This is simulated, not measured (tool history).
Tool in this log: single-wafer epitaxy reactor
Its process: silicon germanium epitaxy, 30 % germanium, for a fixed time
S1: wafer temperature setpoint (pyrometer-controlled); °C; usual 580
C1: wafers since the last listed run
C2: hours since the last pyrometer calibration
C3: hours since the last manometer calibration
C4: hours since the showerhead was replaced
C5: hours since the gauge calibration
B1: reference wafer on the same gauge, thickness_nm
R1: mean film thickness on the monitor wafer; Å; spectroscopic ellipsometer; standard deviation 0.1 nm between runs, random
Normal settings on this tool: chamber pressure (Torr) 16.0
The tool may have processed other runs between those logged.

{"run": 1, "hour": 0.0, "S1": 574, "chamber pressure (Torr)": 13.9, "C1": 0, "C2": 621.7, "C3": 161.1, "C4": 4199.5, "C5": 1083.6, "B1": 37.614, "R1": 321.29}
{"run": 2, "hour": 39.4, "S1": 574, "chamber pressure (Torr)": 13.9, "C1": 811, "C2": 661.1, "C3": 200.5, "C4": 4238.9, "C5": 1123.0, "B1": 37.586, "R1": 319.52}
{"run": 3, "hour": 77.0, "S1": 580, "chamber pressure (Torr)": 17.4, "C1": 774, "C2": 698.7, "C3": 238.1, "C4": 4276.5, "C5": 1160.6, "B1": 37.6, "R1": 407.91}
{"run": 4, "hour": 151.6, "S1": 580, "chamber pressure (Torr)": 16.0, "C1": 1537, "C2": 773.3, "C3": 312.7, "C4": 4351.1, "C5": 1235.2, "B1": 37.594, "R1": 390.87}
{"run": 5, "hour": 205.2, "S1": 580, "chamber pressure (Torr)": 16.0, "C1": 1104, "C2": 826.9, "C3": 366.3, "C4": 4404.7, "C5": 1288.8, "B1": 37.587, "R1": 388.71}
{"run": 6, "hour": 497.5, "S1": 580, "chamber pressure (Torr)": 16.0, "C1": 6022, "C2": 1119.2, "C3": 658.6, "C4": 4697.0, "C5": 1581.1, "B1": 37.608, "R1": 388.01}
{"run": 7, "hour": 590.3, "S1": 580, "chamber pressure (Torr)": 16.0, "C1": 1912, "C2": 1212.0, "C3": 751.4, "C4": 4789.8, "C5": 1673.9, "B1": 37.593, "R1": 389.13}
{"run": 8, "hour": 654.7, "S1": 580, "chamber pressure (Torr)": 16.0, "C1": 1326, "C2": 1276.4, "C3": 815.8, "C4": 4854.2, "C5": 1738.3, "B1": 37.6, "R1": 388.19}
{"run": 9, "hour": 742.7, "S1": 591, "chamber pressure (Torr)": 16.0, "C1": 1813, "C2": 1364.4, "C3": 903.8, "C4": 4942.2, "C5": 1826.3, "B1": 37.575, "R1": 491.07}
{"run": 10, "hour": 822.5, "S1": 591, "chamber pressure (Torr)": 16.0, "C1": 1644, "C2": 1444.2, "C3": 983.6, "C4": 5022.0, "C5": 1906.1, "B1": 37.593, "R1": 492.26}
{"run": 11, "hour": 861.3, "S1": 591, "chamber pressure (Torr)": 16.0, "C1": 799, "C2": 1483.0, "C3": 1022.4, "C4": 5060.8, "C5": 1944.9, "B1": 37.596, "R1": 492.54}
{"hour": 868.0, "done": "gauge calibrated"}
{"hour": 936.9, "done": "capacitance manometer re-zeroed and calibrated"}
{"run": 12, "hour": 965.1, "S1": 580, "chamber pressure (Torr)": 16.0, "C1": 1973, "C2": 1586.8, "C3": 28.2, "C4": 5164.6, "C5": 97.1, "B1": 37.628, "R1": 387.94}
{"hour": 1055.0, "done": "pyrometer calibrated"}
{"run": 13, "hour": 1072.7, "S1": 580, "chamber pressure (Torr)": 16.0, "C1": 2052, "C2": 17.7, "C3": 135.8, "C4": 5272.2, "C5": 204.7, "B1": 37.595, "R1": 394.53}
{"run": 14, "hour": 1145.9, "S1": 580, "chamber pressure (Torr)": 16.0, "C1": 1508, "C2": 90.9, "C3": 209.0, "C4": 5345.4, "C5": 277.9, "B1": 37.597, "R1": 394.74}
{"run": 15, "hour": 1252.1, "S1": 580, "chamber pressure (Torr)": 16.0, "C1": 2188, "C2": 197.1, "C3": 315.2, "C4": 5451.6, "C5": 384.1, "B1": 37.609, "R1": 392.23}
{"run": 16, "hour": 1301.6, "S1": 591, "chamber pressure (Torr)": 16.0, "C1": 1019, "C2": 246.6, "C3": 364.7, "C4": 5501.1, "C5": 433.6, "B1": 37.583, "R1": 496.52}
{"run": 17, "hour": 1361.0, "S1": 580, "chamber pressure (Torr)": 16.0, "C1": 1223, "C2": 306.0, "C3": 424.1, "C4": 5560.5, "C5": 493.0, "B1": 37.609, "R1": 390.74}
{"run": 18, "hour": 1450.8, "S1": 587, "chamber pressure (Torr)": 16.0, "C1": 1850, "C2": 395.8, "C3": 513.9, "C4": 5650.3, "C5": 582.8, "B1": 37.592, "R1": 454.49}
{"run": 19, "hour": 1528.5, "S1": 580, "chamber pressure (Torr)": 13.3, "C1": 1600, "C2": 473.5, "C3": 591.6, "C4": 5728.0, "C5": 660.5, "B1": 37.602, "R1": 354.38}

Run 20, settings as shown, results not yet in. Your forecast:
{"run": 20, "hour": 1587.2, "S1": 589, "chamber pressure (Torr)": 16.0, "C1": 1209, "C2": 532.2, "C3": 650.3, "C4": 5786.7, "C5": 719.2, "B1": "?", "R1": "?"}

Run 20 produced B1 37.593, R1 472.05 Å.
Had the tool carried no hidden state, the very same run would have given R1 479.62 Å.

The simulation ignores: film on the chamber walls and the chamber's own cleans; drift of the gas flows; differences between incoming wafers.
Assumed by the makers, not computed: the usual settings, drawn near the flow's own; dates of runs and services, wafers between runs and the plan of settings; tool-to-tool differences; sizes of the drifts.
